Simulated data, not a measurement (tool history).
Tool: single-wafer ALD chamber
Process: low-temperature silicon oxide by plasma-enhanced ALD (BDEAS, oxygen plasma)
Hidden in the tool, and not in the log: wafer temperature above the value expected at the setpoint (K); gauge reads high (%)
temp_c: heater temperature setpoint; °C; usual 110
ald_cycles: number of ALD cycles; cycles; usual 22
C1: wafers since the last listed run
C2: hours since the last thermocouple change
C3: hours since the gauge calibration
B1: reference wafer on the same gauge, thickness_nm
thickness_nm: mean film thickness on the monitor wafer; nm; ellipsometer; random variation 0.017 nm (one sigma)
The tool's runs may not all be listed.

run 1 day=0.000 | temp_c=110 ald_cycles=22 | C1=0 C2=250.3 C3=919.1 | B1=2.656 | thickness_nm=3.138
run 2 day=2.050 | temp_c=110 ald_cycles=22 | C1=392 C2=299.5 C3=968.3 | B1=2.657 | thickness_nm=3.157
run 3 day=6.308 | temp_c=110 ald_cycles=22 | C1=815 C2=401.7 C3=1070.5 | B1=2.667 | thickness_nm=3.187
run 4 day=8.092 | temp_c=110 ald_cycles=22 | C1=341 C2=444.5 C3=1113.3 | B1=2.674 | thickness_nm=3.215
run 5 day=11.404 | temp_c=110 ald_cycles=22 | C1=634 C2=524.0 C3=1192.8 | B1=2.681 | thickness_nm=3.195
run 6 day=15.296 | temp_c=110 ald_cycles=22 | C1=745 C2=617.4 C3=1286.2 | B1=2.691 | thickness_nm=3.201
run 7 day=18.354 | temp_c=110 ald_cycles=22 | C1=585 C2=690.8 C3=1359.6 | B1=2.703 | thickness_nm=3.189
run 8 day=20.771 | temp_c=110 ald_cycles=22 | C1=462 C2=748.8 C3=1417.6 | B1=2.706 | thickness_nm=3.270
-- day=25.154 gauge calibrated
run 9 day=31.562 | temp_c=105 ald_cycles=21 | C1=2067 C2=1007.8 C3=153.8 | B1=2.590 | thickness_nm=2.971
-- day=33.071 thermocouple changed; heater temperature recalibrated
run 10 day=33.671 | temp_c=105 ald_cycles=21 | C1=339 C2=14.4 C3=204.4 | B1=2.593 | thickness_nm=2.999
run 11 day=36.633 | temp_c=105 ald_cycles=21 | C1=567 C2=85.5 C3=275.5 | B1=2.593 | thickness_nm=2.972
run 12 day=39.925 | temp_c=110 ald_cycles=24 | C1=630 C2=164.5 C3=354.5 | B1=2.598 | thickness_nm=3.364
run 13 day=42.100 | temp_c=110 ald_cycles=24 | C1=416 C2=216.7 C3=406.7 | B1=2.601 | thickness_nm=3.364
run 14 day=44.617 | temp_c=110 ald_cycles=22 | C1=482 C2=277.1 C3=467.1 | B1=2.605 | thickness_nm=3.077
run 15 day=48.258 | temp_c=120 ald_cycles=22 | C1=697 C2=364.5 C3=554.5 | B1=2.604 | thickness_nm=3.060
run 16 day=50.071 | temp_c=125 ald_cycles=18 | C1=347 C2=408.0 C3=598.0 | B1=2.610 | thickness_nm=2.487
run 17 day=54.008 | temp_c=100 ald_cycles=22 | C1=754 C2=502.5 C3=692.5 | B1=2.618 | thickness_nm=3.141
run 18 day=56.050 | temp_c=101 ald_cycles=22 | C1=391 C2=551.5 C3=741.5 | B1=2.616 | thickness_nm=3.164
run 19 day=59.629 | temp_c=110 ald_cycles=24 | C1=685 C2=637.4 C3=827.4 | B1=2.623 | thickness_nm=3.410
run 20 day=61.638 | temp_c=98 ald_cycles=24 | C1=384 C2=685.6 C3=875.6 | B1=2.631 | thickness_nm=3.471
run 21 day=65.512 | temp_c=121 ald_cycles=23 | C1=742 C2=778.6 C3=968.6 | B1=2.636 | thickness_nm=3.252
run 22 day=68.083 | temp_c=110 ald_cycles=22 | C1=492 C2=840.3 C3=1030.3 | B1=2.636 | thickness_nm=3.135
-- day=68.575 thermocouple changed; heater temperature recalibrated
run 23 day=72.146 | temp_c=96 ald_cycles=24 | C1=714 C2=85.7 C3=1127.8 | B1=2.651 | thickness_nm=3.539
run 24 day=74.742 | temp_c=110 ald_cycles=25 | C1=497 C2=148.0 C3=1190.1 | B1=2.659 | thickness_nm=3.614
run 25 day=77.467 | temp_c=123 ald_cycles=18 | C1=521 C2=213.4 C3=1255.5 | B1=2.667 | thickness_nm=2.577
run 26 day=81.392 | temp_c=119 ald_cycles=18 | C1=751 C2=307.6 C3=1349.7 | B1=2.676 | thickness_nm=2.557
-- day=82.854 gauge calibrated
run 27 day=83.833 | temp_c=122 ald_cycles=22 | C1=467 C2=366.2 C3=23.5 | B1=2.604 | thickness_nm=3.071

The tool's hidden state at each run:
wafer temperature above the value expected at the setpoint (K): 0 in every run
H1: gauge reads high (%)
run=1 H1=1.73
run=2 H1=1.9
run=3 H1=2.26
run=4 H1=2.43
run=5 H1=2.76
run=6 H1=3.17
run=7 H1=3.51
run=8 H1=3.8
run=9 H1=-0.649
run=10 H1=-0.617
run=11 H1=-0.556
run=12 H1=-0.468
run=13 H1=-0.398
run=14 H1=-0.304
run=15 H1=-0.146
run=16 H1=-0.0568
run=17 H1=0.159
run=18 H1=0.284
run=19 H1=0.523
run=20 H1=0.669
run=21 H1=0.973
run=22 H1=1.19
run=23 H1=1.56
run=24 H1=1.82
run=25 H1=2.1
run=26 H1=2.54
run=27 H1=-0.117
